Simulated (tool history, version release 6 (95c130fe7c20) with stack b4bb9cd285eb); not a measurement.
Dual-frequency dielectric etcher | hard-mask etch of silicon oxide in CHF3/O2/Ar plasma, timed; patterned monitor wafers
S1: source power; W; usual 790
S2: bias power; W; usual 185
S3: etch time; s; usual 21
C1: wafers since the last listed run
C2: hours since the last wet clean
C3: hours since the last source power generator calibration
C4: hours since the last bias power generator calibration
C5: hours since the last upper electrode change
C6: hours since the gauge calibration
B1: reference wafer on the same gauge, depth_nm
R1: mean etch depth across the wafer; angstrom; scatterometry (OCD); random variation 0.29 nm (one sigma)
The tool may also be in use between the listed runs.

run 1 hour=0 | S1=790 S2=185 S3=21 | C1=0 C2=482.7 C3=2423.1 C4=4523.9 C5=2872.5 C6=147.2 | B1=64.37 | R1=518.7
run 2 hour=17.9 | S1=790 S2=185 S3=24 | C1=369 C2=500.6 C3=2441 C4=4541.8 C5=2890.4 C6=165.1 | B1=64.46 | R1=593.5
run 3 hour=29.6 | S1=790 S2=185 S3=24 | C1=241 C2=512.3 C3=2452.7 C4=4553.5 C5=2902.1 C6=176.8 | B1=64.52 | R1=593.7
run 4 hour=78.9 | S1=790 S2=185 S3=24 | C1=1016 C2=561.6 C3=2502 C4=4602.8 C5=2951.4 C6=226.1 | B1=64.37 | R1=590.8
run 5 hour=86.5 | S1=790 S2=185 S3=21 | C1=156 C2=569.2 C3=2509.6 C4=4610.4 C5=2959 C6=233.7 | B1=64.38 | R1=515.2
run 6 hour=95.8 | S1=790 S2=162 S3=21 | C1=191 C2=578.5 C3=2518.9 C4=4619.7 C5=2968.3 C6=243 | B1=64.4 | R1=494.4
run 7 hour=111.4 | S1=790 S2=214 S3=21 | C1=321 C2=594.1 C3=2534.5 C4=4635.3 C5=2983.9 C6=258.6 | B1=64.43 | R1=532.2
run 8 hour=128.6 | S1=790 S2=214 S3=21 | C1=354 C2=611.3 C3=2551.7 C4=4652.5 C5=3001.1 C6=275.8 | B1=64.39 | R1=531.9
-- hour=139.2 gauge calibrated
run 9 hour=142.9 | S1=790 S2=185 S3=21 | C1=294 C2=625.6 C3=2566 C4=4666.8 C5=3015.4 C6=3.7 | B1=64.4 | R1=508.8
run 10 hour=150.1 | S1=790 S2=185 S3=21 | C1=148 C2=632.8 C3=2573.2 C4=4674 C5=3022.6 C6=10.9 | B1=64.44 | R1=509.1
run 11 hour=159.7 | S1=790 S2=185 S3=21 | C1=197 C2=642.4 C3=2582.8 C4=4683.6 C5=3032.2 C6=20.5 | B1=64.43 | R1=512.9
run 12 hour=165.8 | S1=790 S2=185 S3=21 | C1=125 C2=648.5 C3=2588.9 C4=4689.7 C5=3038.3 C6=26.6 | B1=64.46 | R1=508.7
run 13 hour=175.4 | S1=790 S2=185 S3=24 | C1=197 C2=658.1 C3=2598.5 C4=4699.3 C5=3047.9 C6=36.2 | B1=64.55 | R1=588.3
-- hour=199.8 wet clean of the chamber
-- hour=217 upper electrode replaced, of another model than before
run 14 hour=217.5 | S1=920 S2=141 S3=19 | C1=19 C2=17.7 C3=2640.6 C4=4741.4 C5=0.5 C6=78.3 | B1=64.39 | R1=507.9
run 15 hour=217.8 | S1=610 S2=155 S3=23.5 | C1=6 C2=18 C3=2640.9 C4=4741.7 C5=0.8 C6=78.6 | B1=64.32 | R1=504.1
run 16 hour=218.1 | S1=890 S2=167 S3=17.5 | C1=6 C2=18.3 C3=2641.2 C4=4742 C5=1.1 C6=78.9 | B1=64.37 | R1=471.6
-- hour=225.2 source power generator calibrated
-- hour=229.5 bias power generator calibrated
run 17 hour=258.1 | S1=990 S2=221 S3=21 | C1=659 C2=58.3 C3=32.9 C4=28.6 C5=41.1 C6=118.9 | B1=64.29 | R1=630.5
run 18 hour=268.7 | S1=890 S2=185 S3=16 | C1=218 C2=68.9 C3=43.5 C4=39.2 C5=51.7 C6=129.5 | B1=64.42 | R1=438.2
run 19 hour=276.6 | S1=790 S2=185 S3=21 | C1=162 C2=76.8 C3=51.4 C4=47.1 C5=59.6 C6=137.4 | B1=64.51 | R1=541.8
run 20 hour=284.4 | S1=790 S2=140 S3=16.5 | C1=160 C2=84.6 C3=59.2 C4=54.9 C5=67.4 C6=145.2 | B1=64.54 | R1=404.8
run 21 hour=299.2 | S1=650 S2=212 S3=18 | C1=305 C2=99.4 C3=74 C4=69.7 C5=82.2 C6=160 | B1=64.48 | R1=424.8
run 22 hour=307.7 | S1=790 S2=185 S3=21 | C1=175 C2=107.9 C3=82.5 C4=78.2 C5=90.7 C6=168.5 | B1=64.44 | R1=542.6

5 ways to go on from here, each from the tool as it stands after run 22. What would each give?
run A hour=308.1 | S1=790 S2=185 S3=21 | C1=8 C2=108.3 C3=82.9 C4=78.6 C5=91.1 C6=168.9 | B1=? | R1=?
run B hour=308.1 | S1=790 S2=211 S3=21 | C1=8 C2=108.3 C3=82.9 C4=78.6 C5=91.1 C6=168.9 | B1=? | R1=?
run C hour=308.1 | S1=660 S2=142 S3=27.5 | C1=8 C2=108.3 C3=82.9 C4=78.6 C5=91.1 C6=168.9 | B1=? | R1=?
run D hour=308.1 | S1=660 S2=197 S3=21 | C1=8 C2=108.3 C3=82.9 C4=78.6 C5=91.1 C6=168.9 | B1=? | R1=?
run E hour=308.1 | S1=870 S2=141 S3=16 | C1=8 C2=108.3 C3=82.9 C4=78.6 C5=91.1 C6=168.9 | B1=? | R1=?

run=A B1=64.45 R1=540.8
run=B B1=64.45 R1=554.9
run=C B1=64.45 R1=609.3
run=D B1=64.45 R1=494.1
run=E B1=64.45 R1=413.9
Without the tool's hidden state the same runs would have given:
run=A R1=543.9
run=B R1=558.2
run=C R1=612.8
run=D R1=496.9
run=E R1=416.3

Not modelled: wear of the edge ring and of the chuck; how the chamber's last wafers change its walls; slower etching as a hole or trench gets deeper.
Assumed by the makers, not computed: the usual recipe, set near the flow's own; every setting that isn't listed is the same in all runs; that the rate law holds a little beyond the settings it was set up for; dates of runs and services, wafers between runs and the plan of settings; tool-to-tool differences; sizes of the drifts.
